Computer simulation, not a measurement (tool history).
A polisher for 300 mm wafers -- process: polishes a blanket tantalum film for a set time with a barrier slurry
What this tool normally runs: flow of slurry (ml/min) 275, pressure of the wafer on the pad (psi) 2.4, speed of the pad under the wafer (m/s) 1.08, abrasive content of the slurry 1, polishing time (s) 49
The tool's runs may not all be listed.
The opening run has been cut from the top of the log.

| run | day | flow of slurry (ml/min) | pressure of the wafer on the pad (psi) | speed of the pad under the wafer (m/s) | abrasive content of the slurry | polishing time (s) | wafers since the last listed run | wafers polished on this pad | hours since the slurry nozzle was cleaned | hours since the head pressure was calibrated | hours since the slurry blender was calibrated | incoming thickness of the incoming film, nm | film removed (nm) |
|---|---|---|---|---|---|---|---|---|---|---|---|---|---|
|  | 1.062 | worn pad replaced by a new one |
| 2 | 1.446 | 275 | 2.4 | 1.08 | 1 | 49 | 230 | 69 | 139.2 | 1324 | 189.4 | 300.9 | 91 |
| 3 | 2.183 | 275 | 2.4 | 1.08 | 1 | 53 | 132 | 202 | 156.9 | 1341.7 | 207.1 | 300.3 | 99.9 |
| 4 | 3.175 | 275 | 2.4 | 1.08 | 1 | 49 | 178 | 380 | 180.7 | 1365.5 | 230.9 | 298.2 | 89.1 |
| 5 | 4.554 | 275 | 2.4 | 1.08 | 1 | 49 | 248 | 629 | 213.8 | 1398.6 | 264 | 301.9 | 90.9 |
| 6 | 5.312 | 275 | 2.4 | 1.08 | 1 | 49 | 136 | 765 | 232 | 1416.8 | 282.2 | 299.3 | 90.5 |
|  | 5.996 | head pressure recalibrated |
| 7 | 6.692 | 275 | 2.4 | 1.08 | 1 | 49 | 233 | 999 | 265.1 | 16.7 | 315.3 | 299.7 | 92 |
|  | 7.025 | slurry nozzle cleaned |
|  | 7.208 | slurry blender recalibrated |
| 8 | 8.029 | 275 | 2.4 | 1.08 | 1 | 49 | 218 | 1217 | 24.1 | 48.8 | 19.7 | 295 | 91.6 |
| 9 | 8.671 | 275 | 2.4 | 1.08 | 1 | 49 | 115 | 1333 | 39.5 | 64.2 | 35.1 | 299.4 | 90.9 |
|  | 9.446 | worn pad replaced by a new one |
| 10 | 9.712 | 240 | 2.4 | 1.08 | 1 | 49 | 157 | 48 | 64.5 | 89.2 | 60.1 | 299.3 | 90.1 |
| 11 | 10.725 | 275 | 2.4 | 1.08 | 1 | 49 | 182 | 230 | 88.8 | 113.5 | 84.4 | 302.2 | 90.1 |
| 12 | 15.029 | 275 | 2.4 | 0.92 | 1 | 49 | 775 | 1005 | 192.1 | 216.8 | 187.7 | 298.6 | 76.5 |
| 13 | 15.604 | 275 | 2.4 | 1.08 | 1 | 49 | 103 | 1109 | 205.9 | 230.6 | 201.5 | 294.9 | 92.2 |
|  | 16.442 | slurry nozzle cleaned |
| 14 | 18.062 | 365 | 1.9 | 1.38 | 1 | 49 | 435 | 1544 | 38.9 | 289.6 | 260.5 | 299.6 | 94.4 |
| 15 | 18.567 | 275 | 2.4 | 1.36 | 0.85 | 63 | 90 | 1635 | 51 | 301.7 | 272.6 | 300.6 | 142.4 |
| 16 | 19.421 | 275 | 2.4 | 1.08 | 1 | 49 | 153 | 1789 | 71.5 | 322.2 | 293.1 | 302.3 | 92.2 |
|  | 19.692 | worn pad replaced by a new one |
|  | 21.379 | slurry blender recalibrated |
| 17 | 23.683 | 235 | 2.8 | 1.08 | 1 | 32 | 722 | 703 | 173.8 | 424.5 | 55.3 | 300.8 | 69.2 |
| 18 | 24.329 | 240 | 2.4 | 1.08 | 1 | 49 | 116 | 820 | 189.3 | 440 | 70.8 | 303.3 | 88.7 |
| 19 | 25.562 | 275 | 2.4 | 1.08 | 1.25 | 66 | 222 | 1042 | 218.9 | 469.6 | 100.4 | 299.3 | 130.2 |
| 20 | 26.638 | 310 | 1.9 | 1.08 | 1 | 60 | 193 | 1235 | 244.7 | 495.4 | 126.2 | 298.4 | 90.2 |
| 21 | 27.175 | 210 | 2.4 | 0.9 | 1 | 49 | 96 | 1332 | 257.6 | 508.3 | 139.1 | 298.6 | 73.3 |
|  | 27.571 | slurry nozzle cleaned |
| 22 | 27.862 | 320 | 2.7 | 1.08 | 1.25 | 66 | 116 | 1449 | 7 | 524.8 | 155.6 | 299.1 | 145 |
|  | 28.292 | worn pad replaced by a new one |
| 23 | 28.612 | 250 | 2 | 1.22 | 1 | 43 | 105 | 57 | 25 | 542.8 | 173.6 | 297.7 | 74.5 |
| 24 | 29.496 | 275 | 2.4 | 1.08 | 1.1 | 49 | 159 | 216 | 46.2 | 564 | 194.8 | 300.6 | 93 |
| 25 | 30.375 | 275 | 3.1 | 1.08 | 1 | 49 | 158 | 375 | 67.3 | 585.1 | 215.9 | 300.2 | 118.3 |

Run 26 comes next. What will it give?
| 26 | 31.762 | 275 | 2.4 | 1.08 | 1 | 55 | 249 | 625 | 100.6 | 618.4 | 249.2 | 298.5 | ? |

film removed (nm): 102.3
The same run, on a tool lacking any hidden state, would have yielded film removed (nm) 102.3.

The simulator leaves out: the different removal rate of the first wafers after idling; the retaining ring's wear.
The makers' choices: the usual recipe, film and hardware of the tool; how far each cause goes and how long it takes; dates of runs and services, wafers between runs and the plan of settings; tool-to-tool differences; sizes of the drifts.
